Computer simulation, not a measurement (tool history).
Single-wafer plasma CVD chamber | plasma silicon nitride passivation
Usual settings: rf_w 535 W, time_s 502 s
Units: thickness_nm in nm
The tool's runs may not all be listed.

run    hour  rf_w  time_s  wafers since the last listed run  hours since the last RF generator calibration  hours since the showerhead was replaced  hours since the gauge calibration  read-back reference wafer on the same gauge, thickness_nm  thickness_nm
  1     0.0   535     450                                 0                                         1058.1                                   3728.4                             1456.5                                                    639.977       696.886
  2    88.7   510     563                               415                                         1146.8                                   3817.1                             1545.2                                                    640.526       857.288
  3   177.5   510     563                               415                                         1235.6                                   3905.9                             1634.0                                                    639.604       855.295
  4   239.0   510     563                               287                                         1297.1                                   3967.4                             1695.5                                                    640.531       856.622
  5   291.2   600     502                               244                                         1349.3                                   4019.6                             1747.7                                                    639.927       802.966
  6   391.7   610     502                               470                                         1449.8                                   4120.1                             1848.2                                                    640.126       804.113
  7   498.1   610     502                               497                                         1556.2                                   4226.5                             1954.6                                                    639.960       804.070
  8   606.0   580     502                               504                                         1664.1                                   4334.4                             2062.5                                                    640.528       785.104
  9   759.8   580     502                               719                                         1817.9                                   4488.2                             2216.3                                                    640.628       786.427
 10   852.9   510     502                               435                                         1911.0                                   4581.3                             2309.4                                                    640.217       754.894
 11   898.8   595     502                               214                                         1956.9                                   4627.2                             2355.3                                                    640.473       788.277
      951.1  -- RF generator calibrated
 12   961.2   595     502                               254                                           10.1                                   4689.6                             2417.7                                                    640.613       808.205
 13  1045.6   595     502                               394                                           94.5                                   4774.0                             2502.1                                                    640.378       807.444
 14  1137.4   535     502                               429                                          186.3                                   4865.8                             2593.9                                                    640.474       779.837
 15  1210.2   535     502                               340                                          259.1                                   4938.6                             2666.7                                                    639.899       779.104
     1327.8  -- showerhead replaced, of another model than before
     1521.2  -- gauge calibrated
 16  1524.9   535     538                              1435                                          573.8                                    197.1                                3.7                                                    639.880       836.357
 17  1609.1   535     502                               394                                          658.0                                    281.3                               87.9                                                    639.589       781.540
 18  1693.0   535     502                               392                                          741.9                                    365.2                              171.8                                                    639.792       779.137
 19  1730.6   570     557                               175                                          779.5                                    402.8                              209.4                                                    639.502       875.081
 20  1830.0   575     459                               465                                          878.9                                    502.2                              308.8                                                    639.951       721.239
 21  1869.5   510     502                               184                                          918.4                                    541.7                              348.3                                                    639.346       771.589
 22  1923.2   590     448                               251                                          972.1                                    595.4                              402.0                                                    639.630       706.736
 23  1990.6   510     563                               315                                         1039.5                                    662.8                              469.4                                                    640.094       864.645
 24  2062.1   635     541                               334                                         1111.0                                    734.3                              540.9                                                    639.675       870.755
 25  2126.6   510     563                               301                                         1175.5                                    798.8                              605.4                                                    639.820       868.801
 26  2201.1   450     585                               348                                         1250.0                                    873.3                              679.9                                                    640.121       879.776
 27  2299.2   615     417                               459                                         1348.1                                    971.4                              778.0                                                    639.569       666.238
 28  2385.1   450     561                               402                                         1434.0                                   1057.3                              863.9                                                    639.268       840.159
 29  2490.9   480     429                               495                                         1539.8                                   1163.1                              969.7                                                    640.589       649.019
 30  2567.5   505     582                               358                                         1616.4                                   1239.7                             1046.3                                                    640.300       888.187
 31  2616.8   460     434                               230                                         1665.7                                   1289.0                             1095.6                                                    639.907       649.875
 32  2719.6   595     554                               481                                         1768.5                                   1391.8                             1198.4                                                    640.730       871.415
     2734.2  -- RF generator calibrated
 33  2825.7   450     585                               459                                           91.5                                   1497.9                             1304.5                                                    640.195       882.105
 34  2901.9   435     456                               356                                          167.7                                   1574.1                             1380.7                                                    640.524       681.649
 35  3006.0   535     502                               487                                          271.8                                   1678.2                             1484.8                                                    639.734       780.560
 36  3089.3   635     465                               389                                          355.1                                   1761.5                             1568.1                                                    640.352       746.292

Forecast each of these 3 alternatives for the next run:
  A  3089.8   535     589                                 2                                          355.6                                   1762.0                             1568.6                                                          ?             ?
  B  3089.8   610     419                                 2                                          355.6                                   1762.0                             1568.6                                                          ?             ?
  C  3089.8   535     460                                 2                                          355.6                                   1762.0                             1568.6                                                          ?             ?

run  read-back reference wafer on the same gauge, thickness_nm  thickness_nm
  A                                                    640.480       915.013
  B                                                    640.480       668.010
  C                                                    640.480       714.611
Without the tool's hidden state the same runs would have given:
run  thickness_nm
  A       917.392
  B       669.747
  C       716.469
